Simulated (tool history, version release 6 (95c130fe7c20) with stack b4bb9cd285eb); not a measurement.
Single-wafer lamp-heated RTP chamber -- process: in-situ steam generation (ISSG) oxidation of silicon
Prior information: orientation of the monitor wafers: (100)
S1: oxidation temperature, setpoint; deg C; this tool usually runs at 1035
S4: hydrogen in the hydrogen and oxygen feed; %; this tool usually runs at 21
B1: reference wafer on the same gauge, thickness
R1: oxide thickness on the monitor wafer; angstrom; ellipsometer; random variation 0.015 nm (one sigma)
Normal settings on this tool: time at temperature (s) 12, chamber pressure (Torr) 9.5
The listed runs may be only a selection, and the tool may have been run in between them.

run 1 hour=0.0 | S1=1035 time_at_temperature_(s)=10 chamber_pressure_(Torr)=9.5 S4=21 | B1=5.024 | R1=48.48
run 2 hour=48.9 | S1=1035 time_at_temperature_(s)=10 chamber_pressure_(Torr)=9.5 S4=21 | B1=5.022 | R1=48.76
run 3 hour=93.5 | S1=1045 time_at_temperature_(s)=12 chamber_pressure_(Torr)=9.5 S4=21 | B1=5.019 | R1=55.69
run 4 hour=145.6 | S1=1045 time_at_temperature_(s)=12 chamber_pressure_(Torr)=9.5 S4=21 | B1=5.016 | R1=56.00
run 5 hour=202.9 | S1=1035 time_at_temperature_(s)=12 chamber_pressure_(Torr)=8.4 S4=21 | B1=5.016 | R1=54.27
run 6 hour=257.8 | S1=1044 time_at_temperature_(s)=12 chamber_pressure_(Torr)=9.5 S4=21 | B1=5.016 | R1=56.11
-- hour=291.6 pyrometer window cleaned and pyrometer calibrated
run 7 hour=292.1 | S1=1046 time_at_temperature_(s)=12 chamber_pressure_(Torr)=9.5 S4=21 | B1=5.025 | R1=55.24
run 8 hour=326.1 | S1=1046 time_at_temperature_(s)=12 chamber_pressure_(Torr)=9.5 S4=21 | B1=5.016 | R1=55.54
run 9 hour=368.2 | S1=1046 time_at_temperature_(s)=12 chamber_pressure_(Torr)=9.5 S4=21 | B1=5.014 | R1=55.38
run 10 hour=399.8 | S1=1035 time_at_temperature_(s)=12 chamber_pressure_(Torr)=9.5 S4=21 | B1=5.018 | R1=52.45
run 11 hour=445.5 | S1=1035 time_at_temperature_(s)=12 chamber_pressure_(Torr)=9.5 S4=21 | B1=5.013 | R1=52.89
run 12 hour=510.4 | S1=1035 time_at_temperature_(s)=12 chamber_pressure_(Torr)=9.5 S4=21 | B1=5.017 | R1=52.81
run 13 hour=557.9 | S1=1035 time_at_temperature_(s)=12 chamber_pressure_(Torr)=9.5 S4=21 | B1=5.027 | R1=52.77
run 14 hour=718.0 | S1=1035 time_at_temperature_(s)=12 chamber_pressure_(Torr)=9.5 S4=21 | B1=5.017 | R1=53.29
-- hour=768.3 pressure gauge zeroed
run 15 hour=786.2 | S1=1035 time_at_temperature_(s)=12 chamber_pressure_(Torr)=9.5 S4=21 | B1=5.018 | R1=53.16
run 16 hour=828.6 | S1=1035 time_at_temperature_(s)=9 chamber_pressure_(Torr)=10.0 S4=18 | B1=5.022 | R1=44.56
run 17 hour=869.3 | S1=1035 time_at_temperature_(s)=12 chamber_pressure_(Torr)=9.5 S4=21 | B1=5.020 | R1=53.65
run 18 hour=927.8 | S1=1035 time_at_temperature_(s)=9 chamber_pressure_(Torr)=10.2 S4=12 | B1=5.017 | R1=40.57
run 19 hour=990.5 | S1=1042 time_at_temperature_(s)=15 chamber_pressure_(Torr)=9.5 S4=15 | B1=5.013 | R1=57.94
-- hour=1013.5 pyrometer window cleaned and pyrometer calibrated
run 20 hour=1034.5 | S1=1045 time_at_temperature_(s)=12 chamber_pressure_(Torr)=8.7 S4=21 | B1=5.021 | R1=55.64
run 21 hour=1095.5 | S1=1030 time_at_temperature_(s)=12 chamber_pressure_(Torr)=9.5 S4=13 | B1=5.012 | R1=46.29
run 22 hour=1121.5 | S1=1035 time_at_temperature_(s)=12 chamber_pressure_(Torr)=9.5 S4=21 | B1=5.026 | R1=52.97
-- hour=1193.1 gauge calibrated
run 23 hour=1289.2 | S1=1035 time_at_temperature_(s)=12 chamber_pressure_(Torr)=9.5 S4=21 | B1=5.021 | R1=52.81
-- hour=1324.6 hydrogen flow controller replaced
run 24 hour=1353.8 | S1=1045 time_at_temperature_(s)=10 chamber_pressure_(Torr)=9.9 S4=21 | B1=5.018 | R1=50.45
run 25 hour=1424.5 | S1=1035 time_at_temperature_(s)=12 chamber_pressure_(Torr)=9.5 S4=24 | B1=5.024 | R1=54.61
run 26 hour=1483.7 | S1=1045 time_at_temperature_(s)=12 chamber_pressure_(Torr)=8.7 S4=21 | B1=5.014 | R1=56.31
run 27 hour=1512.0 | S1=1047 time_at_temperature_(s)=10 chamber_pressure_(Torr)=8.6 S4=26 | B1=5.012 | R1=55.14
run 28 hour=1578.5 | S1=1035 time_at_temperature_(s)=12 chamber_pressure_(Torr)=9.5 S4=21 | B1=5.025 | R1=53.51
run 29 hour=1604.4 | S1=1017 time_at_temperature_(s)=12 chamber_pressure_(Torr)=9.5 S4=17 | B1=5.018 | R1=47.42
run 30 hour=1630.2 | S1=1035 time_at_temperature_(s)=11 chamber_pressure_(Torr)=9.5 S4=25 | B1=5.021 | R1=53.88
run 31 hour=1695.7 | S1=1035 time_at_temperature_(s)=12 chamber_pressure_(Torr)=9.5 S4=21 | B1=5.028 | R1=53.92
run 32 hour=1746.4 | S1=1035 time_at_temperature_(s)=12 chamber_pressure_(Torr)=9.5 S4=21 | B1=5.024 | R1=54.13

Each row is a separate what-if for the run after 32, all from the same tool condition, not one after another. Results?
run A hour=1746.8 | S1=1035 time_at_temperature_(s)=12 chamber_pressure_(Torr)=9.5 S4=21 | B1=? | R1=?
run B hour=1746.8 | S1=1041 time_at_temperature_(s)=12 chamber_pressure_(Torr)=9.5 S4=21 | B1=? | R1=?
run C hour=1746.8 | S1=1026 time_at_temperature_(s)=12 chamber_pressure_(Torr)=8.1 S4=13 | B1=? | R1=?

run=A B1=5.022 R1=54.18
run=B B1=5.022 R1=55.71
run=C B1=5.022 R1=47.10
Without the tool's unlogged condition, the same runs would have read:
run=A R1=52.61
run=B R1=54.04
run=C R1=45.81
